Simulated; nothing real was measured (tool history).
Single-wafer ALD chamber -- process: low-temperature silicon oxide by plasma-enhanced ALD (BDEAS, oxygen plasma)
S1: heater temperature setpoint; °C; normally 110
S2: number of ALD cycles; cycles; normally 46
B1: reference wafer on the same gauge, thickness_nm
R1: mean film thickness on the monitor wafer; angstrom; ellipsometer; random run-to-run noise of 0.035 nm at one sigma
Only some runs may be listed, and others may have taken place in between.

run	hour	S1	S2	B1	R1
1	0.0	99	46	8.335	73.49
2	9.2	99	46	8.304	72.87
3	20.0	99	46	8.335	73.52
4	36.9	110	46	8.316	70.96
5	51.7	110	46	8.321	71.11
6	68.6	110	46	8.345	71.09
7	79.0	122	46	8.314	69.10
8	92.6	122	46	8.317	69.41
9	108.7	122	46	8.321	68.74
10	126.6	119	46	8.330	69.96
11	161.9	119	46	8.323	70.17
12	175.0	110	46	8.305	70.16
# hour 189.4: thermocouple changed; heater temperature recalibrated
13	189.9	110	46	8.324	70.80
14	191.1	110	46	8.313	71.34
15	208.1	110	46	8.318	71.44
16	224.3	110	46	8.327	71.07
17	234.6	101	46	8.324	72.65
18	245.3	110	46	8.335	70.59
# hour 254.6: gauge calibrated
19	260.6	110	46	8.315	71.23
20	275.2	118	46	8.316	70.23
21	290.6	99	46	8.307	72.84
22	297.4	118	37	8.326	55.90
23	314.1	110	46	8.320	70.96
24	326.9	99	40	8.310	63.07
25	337.0	110	46	8.319	71.10
26	346.9	110	46	8.308	70.49
27	358.6	117	46	8.310	69.29
28	371.3	102	51	8.328	79.92
29	383.0	116	50	8.320	76.00
30	394.8	98	55	8.321	87.26
31	406.4	116	46	8.319	70.15
32	415.6	110	51	8.311	79.58
33	425.4	117	41	8.334	62.41
34	442.4	118	40	8.330	61.15
35	453.9	110	39	8.329	59.97
36	470.1	121	39	8.312	58.95
37	484.8	95	41	8.325	66.25
38	491.0	105	52	8.318	81.23

Here are 4 independent what-if runs from the current tool condition. What would each one return?
A	491.5	110	53	?	?
B	491.5	99	51	?	?
C	491.5	116	37	?	?
D	491.5	106	55	?	?

run	B1	R1
A	8.323	81.68
B	8.323	80.77
C	8.323	56.30
D	8.323	85.47
With the hidden condition removed and each run's random variation left untouched, the same runs would have given:
run	R1
A	81.68
B	80.77
C	56.30
D	85.47
